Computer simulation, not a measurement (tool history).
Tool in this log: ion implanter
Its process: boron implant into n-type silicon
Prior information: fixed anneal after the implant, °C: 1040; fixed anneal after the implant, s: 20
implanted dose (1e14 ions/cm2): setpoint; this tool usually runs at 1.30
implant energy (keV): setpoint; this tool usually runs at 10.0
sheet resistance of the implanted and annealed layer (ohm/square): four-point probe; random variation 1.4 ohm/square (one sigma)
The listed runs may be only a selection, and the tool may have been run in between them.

run     day  implanted dose (1e14 ions/cm2)  implant energy (keV)  read-back reference wafer on the same gauge, sheet resistance  sheet resistance of the implanted and annealed layer (ohm/square)
  1   0.000                            1.30                  10.0                                                         747.99                                                             703.07
  2   1.212                            1.30                  10.0                                                         747.94                                                             703.99
  3   2.162                            1.30                  10.0                                                         748.01                                                             703.04
  4   4.254                            1.30                  10.0                                                         747.42                                                             704.01
  5   5.308                            1.30                  10.0                                                         747.82                                                             702.26
  6   6.162                            1.30                  10.0                                                         747.58                                                             701.21
  7   7.517                            1.30                  10.0                                                         747.80                                                             703.44
  8   8.317                            1.53                  13.0                                                         747.96                                                             592.07
  9   9.738                            1.53                  13.0                                                         748.18                                                             593.22
 10  10.954                            1.30                  10.0                                                         747.92                                                             703.05
 11  11.967                            1.43                  10.0                                                         747.84                                                             648.39
 12  14.438                            1.30                  10.0                                                         747.74                                                             705.59
     15.046  -- extraction supply calibrated
 13  15.504                            1.30                  10.0                                                         748.75                                                             703.07
     16.771  -- Faraday cup replaced and dose calibrated
 14  16.979                            1.03                   8.0                                                         747.65                                                             911.59
     18.146  -- gauge calibrated
 15  18.446                            1.59                  11.0                                                         747.86                                                             614.81
 16  19.067                            1.02                  12.5                                                         747.85                                                             862.92
 17  19.571                            1.30                   9.0                                                         747.72                                                             742.31
 18  20.921                            1.30                  10.0                                                         747.72                                                             731.27
 19  21.954                            1.61                   8.0                                                         748.23                                                             629.75
 20  22.492                            1.17                  12.5                                                         748.05                                                             770.47
 21  23.350                            1.51                  13.0                                                         748.35                                                             623.77
 22  23.900                            1.61                  11.0                                                         747.64                                                             602.88

Consider 3 possible next runs. They are alternatives, not a sequence: every one starts from the tool as it was left by run 22. What does each give?
  A  23.917                            1.30                  10.0                                                              ?                                                                  ?
  B  23.917                            1.20                  10.0                                                              ?                                                                  ?
  C  23.917                            1.48                   8.5                                                              ?                                                                  ?

run  read-back reference wafer on the same gauge, sheet resistance  sheet resistance of the implanted and annealed layer (ohm/square)
  A                                                         747.24                                                             728.43
  B                                                         747.24                                                             777.23
  C                                                         747.24                                                             668.37
Without the tool's hidden state the same runs would have given:
run  sheet resistance of the implanted and annealed layer (ohm/square)
  A                                                             730.22
  B                                                             779.13
  C                                                             670.03

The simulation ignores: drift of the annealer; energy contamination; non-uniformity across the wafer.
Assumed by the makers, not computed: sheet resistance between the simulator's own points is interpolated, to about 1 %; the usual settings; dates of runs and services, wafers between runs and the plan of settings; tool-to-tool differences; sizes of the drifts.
